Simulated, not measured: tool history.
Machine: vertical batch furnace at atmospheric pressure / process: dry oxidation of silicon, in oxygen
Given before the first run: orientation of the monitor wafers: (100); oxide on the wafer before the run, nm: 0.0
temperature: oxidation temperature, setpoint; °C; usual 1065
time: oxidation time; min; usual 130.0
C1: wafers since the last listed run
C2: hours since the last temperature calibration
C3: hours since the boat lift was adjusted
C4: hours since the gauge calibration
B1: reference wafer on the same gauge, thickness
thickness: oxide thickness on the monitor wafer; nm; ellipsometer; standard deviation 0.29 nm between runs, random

{"run": 1, "day": 0.0, "temperature": 1065, "time": 130.0, "C1": 0, "C2": 4116.3, "C3": 2482.1, "C4": 514.2, "B1": 139.93, "thickness": 156.72}
{"run": 2, "day": 1.317, "temperature": 1065, "time": 130.0, "C1": 281, "C2": 4147.9, "C3": 2513.7, "C4": 545.8, "B1": 140.03, "thickness": 155.84}
{"run": 3, "day": 2.471, "temperature": 1065, "time": 130.0, "C1": 247, "C2": 4175.6, "C3": 2541.4, "C4": 573.5, "B1": 139.94, "thickness": 156.41}
{"run": 4, "day": 3.892, "temperature": 1065, "time": 130.0, "C1": 304, "C2": 4209.7, "C3": 2575.5, "C4": 607.6, "B1": 139.97, "thickness": 156.44}
{"run": 5, "day": 5.192, "temperature": 1065, "time": 130.0, "C1": 278, "C2": 4240.9, "C3": 2606.7, "C4": 638.8, "B1": 140.07, "thickness": 156.56}
{"run": 6, "day": 6.375, "temperature": 1046, "time": 130.0, "C1": 253, "C2": 4269.3, "C3": 2635.1, "C4": 667.2, "B1": 140.11, "thickness": 135.37}
{"run": 7, "day": 7.738, "temperature": 1046, "time": 130.0, "C1": 291, "C2": 4302.0, "C3": 2667.8, "C4": 699.9, "B1": 139.98, "thickness": 135.14}
{"run": 8, "day": 8.625, "temperature": 1046, "time": 130.0, "C1": 189, "C2": 4323.3, "C3": 2689.1, "C4": 721.2, "B1": 140.0, "thickness": 135.23}
{"run": 9, "day": 10.079, "temperature": 1056, "time": 130.0, "C1": 311, "C2": 4358.2, "C3": 2724.0, "C4": 756.1, "B1": 140.04, "thickness": 146.23}
{"run": 10, "day": 11.183, "temperature": 1065, "time": 130.0, "C1": 236, "C2": 4384.7, "C3": 2750.5, "C4": 782.6, "B1": 140.08, "thickness": 156.89}
{"run": 11, "day": 12.162, "temperature": 1065, "time": 130.0, "C1": 209, "C2": 4408.2, "C3": 2774.0, "C4": 806.1, "B1": 140.03, "thickness": 157.2}
{"run": 12, "day": 13.008, "temperature": 1065, "time": 130.0, "C1": 181, "C2": 4428.5, "C3": 2794.3, "C4": 826.4, "B1": 140.02, "thickness": 156.69}
{"run": 13, "day": 14.004, "temperature": 1065, "time": 130.0, "C1": 213, "C2": 4452.4, "C3": 2818.2, "C4": 850.3, "B1": 140.06, "thickness": 156.95}
{"run": 14, "day": 14.633, "temperature": 1065, "time": 130.0, "C1": 134, "C2": 4467.5, "C3": 2833.3, "C4": 865.4, "B1": 140.01, "thickness": 156.79}
{"day": 15.138, "done": "gauge calibrated"}
{"run": 15, "day": 15.712, "temperature": 1065, "time": 130.0, "C1": 231, "C2": 4493.4, "C3": 2859.2, "C4": 13.8, "B1": 140.02, "thickness": 156.95}
{"run": 16, "day": 16.271, "temperature": 1065, "time": 130.0, "C1": 119, "C2": 4506.8, "C3": 2872.6, "C4": 27.2, "B1": 140.01, "thickness": 156.83}
{"run": 17, "day": 17.621, "temperature": 1065, "time": 130.0, "C1": 288, "C2": 4539.2, "C3": 2905.0, "C4": 59.6, "B1": 139.96, "thickness": 156.49}
{"day": 19.229, "done": "thermocouples replaced and temperature profile calibrated"}
{"run": 18, "day": 19.25, "temperature": 1065, "time": 130.0, "C1": 134, "C2": 0.5, "C3": 2944.1, "C4": 98.7, "B1": 139.95, "thickness": 151.94}
{"run": 19, "day": 19.917, "temperature": 1042, "time": 111.5, "C1": 142, "C2": 16.5, "C3": 2960.1, "C4": 114.7, "B1": 140.05, "thickness": 114.36}
{"run": 20, "day": 20.838, "temperature": 1075, "time": 113.5, "C1": 197, "C2": 38.6, "C3": 2982.2, "C4": 136.8, "B1": 140.0, "thickness": 149.84}
{"run": 21, "day": 21.65, "temperature": 1049, "time": 85.5, "C1": 173, "C2": 58.1, "C3": 3001.7, "C4": 156.3, "B1": 139.98, "thickness": 101.97}
{"run": 22, "day": 23.079, "temperature": 1065, "time": 130.0, "C1": 305, "C2": 92.4, "C3": 3036.0, "C4": 190.6, "B1": 140.06, "thickness": 152.05}
{"run": 23, "day": 23.825, "temperature": 1057, "time": 69.5, "C1": 159, "C2": 110.3, "C3": 3053.9, "C4": 208.5, "B1": 139.99, "thickness": 95.19}
{"run": 24, "day": 25.171, "temperature": 1046, "time": 158.0, "C1": 288, "C2": 142.6, "C3": 3086.2, "C4": 240.8, "B1": 140.02, "thickness": 148.91}
{"run": 25, "day": 26.462, "temperature": 1065, "time": 130.0, "C1": 276, "C2": 173.6, "C3": 3117.2, "C4": 271.8, "B1": 140.0, "thickness": 151.81}
{"day": 28.175, "done": "boat lift adjusted"}
{"run": 26, "day": 28.825, "temperature": 1065, "time": 130.0, "C1": 291, "C2": 230.3, "C3": 15.6, "C4": 328.5, "B1": 139.94, "thickness": 155.9}
{"run": 27, "day": 30.321, "temperature": 1065, "time": 130.0, "C1": 320, "C2": 266.2, "C3": 51.5, "C4": 364.4, "B1": 139.97, "thickness": 155.68}

What will run 28 give?
{"run": 28, "day": 31.75, "temperature": 1072, "time": 171.0, "C1": 305, "C2": 300.5, "C3": 85.8, "C4": 398.7, "B1": "?", "thickness": "?"}

Run 28 produced B1 139.95, thickness 194.62 nm.
Take away the tool's hidden state, keep the run-to-run variation as it was, and the same run would have given thickness 195.07 nm.

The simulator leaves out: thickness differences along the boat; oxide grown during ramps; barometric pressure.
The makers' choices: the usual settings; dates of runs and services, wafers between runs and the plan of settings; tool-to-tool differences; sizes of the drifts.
